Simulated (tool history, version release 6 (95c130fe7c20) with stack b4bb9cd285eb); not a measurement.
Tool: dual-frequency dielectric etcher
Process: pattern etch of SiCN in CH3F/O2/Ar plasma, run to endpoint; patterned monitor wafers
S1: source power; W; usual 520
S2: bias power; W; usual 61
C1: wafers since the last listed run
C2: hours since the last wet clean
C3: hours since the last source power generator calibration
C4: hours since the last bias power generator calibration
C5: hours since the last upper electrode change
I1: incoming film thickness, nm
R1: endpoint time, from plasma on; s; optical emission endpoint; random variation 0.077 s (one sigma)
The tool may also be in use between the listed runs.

run	hour	S1	S2	C1	C2	C3	C4	C5	I1	R1
1	0.0	580	52	0	300.9	5092.0	2884.8	4398.3	6.43	16.3
2	25.8	580	52	391	326.7	5117.8	2910.6	4424.1	6.35	16.4
3	41.7	520	52	241	342.6	5133.7	2926.5	4440.0	6.40	17.1
4	68.7	620	61	409	369.6	5160.7	2953.5	4467.0	6.40	14.9
5	87.7	620	61	288	388.6	5179.7	2972.5	4486.0	6.42	14.9
6	114.7	620	61	409	415.6	5206.7	2999.5	4513.0	6.38	14.8
# hour 152.2: wet clean of the chamber
7	152.7	610	61	212	0.5	5244.7	3037.5	4551.0	6.41	14.7
8	158.3	610	61	85	6.1	5250.3	3043.1	4556.6	6.41	14.5
9	177.9	610	61	297	25.7	5269.9	3062.7	4576.2	6.42	14.7
# hour 200.7: bias power generator calibrated
10	201.2	520	61	292	49.0	5293.2	0.5	4599.5	6.43	15.8
11	216.6	520	61	233	64.4	5308.6	15.9	4614.9	6.39	15.8
# hour 224.7: source power generator calibrated
12	235.7	520	61	229	83.5	11.0	35.0	4634.0	6.37	15.8
13	253.8	520	61	274	101.6	29.1	53.1	4652.1	6.38	15.6
14	282.7	520	49	438	130.5	58.0	82.0	4681.0	6.44	17.4
15	304.3	520	49	327	152.1	79.6	103.6	4702.6	6.42	17.5
16	334.8	520	51	462	182.6	110.1	134.1	4733.1	6.42	17.3
# hour 369.6: upper electrode replaced
17	370.1	470	54	171	217.9	145.4	169.4	0.5	6.38	17.4
18	396.1	550	61	394	243.9	171.4	195.4	26.5	6.36	15.4
19	410.1	450	66	212	257.9	185.4	209.4	40.5	6.45	16.5
20	426.1	620	52	242	273.9	201.4	225.4	56.5	6.43	15.8
21	453.2	520	61	411	301.0	228.5	252.5	83.6	6.43	16.0
# hour 508.6: wet clean of the chamber
22	509.1	520	61	484	0.5	284.4	308.4	139.5	6.42	15.9
23	519.9	600	56	163	11.3	295.2	319.2	150.3	6.39	15.3
24	548.5	570	57	434	39.9	323.8	347.8	178.9	6.40	15.6
25	563.2	440	71	223	54.6	338.5	362.5	193.6	6.40	15.9
26	578.4	420	70	230	69.8	353.7	377.7	208.8	6.42	16.2
27	647.0	470	52	1041	138.4	422.3	446.3	277.4	6.42	17.8
28	670.8	420	61	361	162.2	446.1	470.1	301.2	6.40	17.4
29	690.1	630	51	292	181.5	465.4	489.4	320.5	6.41	15.8
30	709.6	450	61	296	201.0	484.9	508.9	340.0	6.46	17.2
31	725.2	620	69	236	216.6	500.5	524.5	355.6	6.39	13.9
32	753.3	620	50	426	244.7	528.6	552.6	383.7	6.43	16.1
33	782.0	550	61	435	273.4	557.3	581.3	412.4	6.38	15.6
34	794.4	450	71	188	285.8	569.7	593.7	424.8	6.46	16.2
35	816.6	520	61	336	308.0	591.9	615.9	447.0	6.39	15.9
# hour 852.2: wet clean of the chamber
36	852.7	520	56	183	0.5	628.0	652.0	483.1	6.37	16.2

Some steps in R1 between neighbouring runs. How much of each would the tool show without its hidden state too (settings, what came in, random variation), and how much is left for the hidden state, with any gauge scatter that isn't in both results?
The hidden state here: etch rate over this chamber's usual, %; source power that arrives over what is set, %; bias power that arrives over what is set, %.
Run 3 -> 4: S1 520 -> 620, S2 52 -> 61. R1 -2.2 s: hidden state +0.0, all else -2.2.
Run 6 -> 7: S1 620 -> 610, wet clean of the chamber. R1 -0.1 s: hidden state -0.4, all else +0.3.
Run 21 -> 22: wet clean of the chamber. R1 -0.1 s: hidden state -0.3, all else +0.2.
Run 30 -> 31: S1 450 -> 620, S2 61 -> 69. R1 -3.3 s: hidden state -0.1, all else -3.2.
Run 31 -> 32: S2 69 -> 50. R1 +2.2 s: hidden state +0.0, all else +2.2.
Run 35 -> 36: S2 61 -> 56, wet clean of the chamber. R1 +0.3 s: hidden state -0.3, all else +0.6.

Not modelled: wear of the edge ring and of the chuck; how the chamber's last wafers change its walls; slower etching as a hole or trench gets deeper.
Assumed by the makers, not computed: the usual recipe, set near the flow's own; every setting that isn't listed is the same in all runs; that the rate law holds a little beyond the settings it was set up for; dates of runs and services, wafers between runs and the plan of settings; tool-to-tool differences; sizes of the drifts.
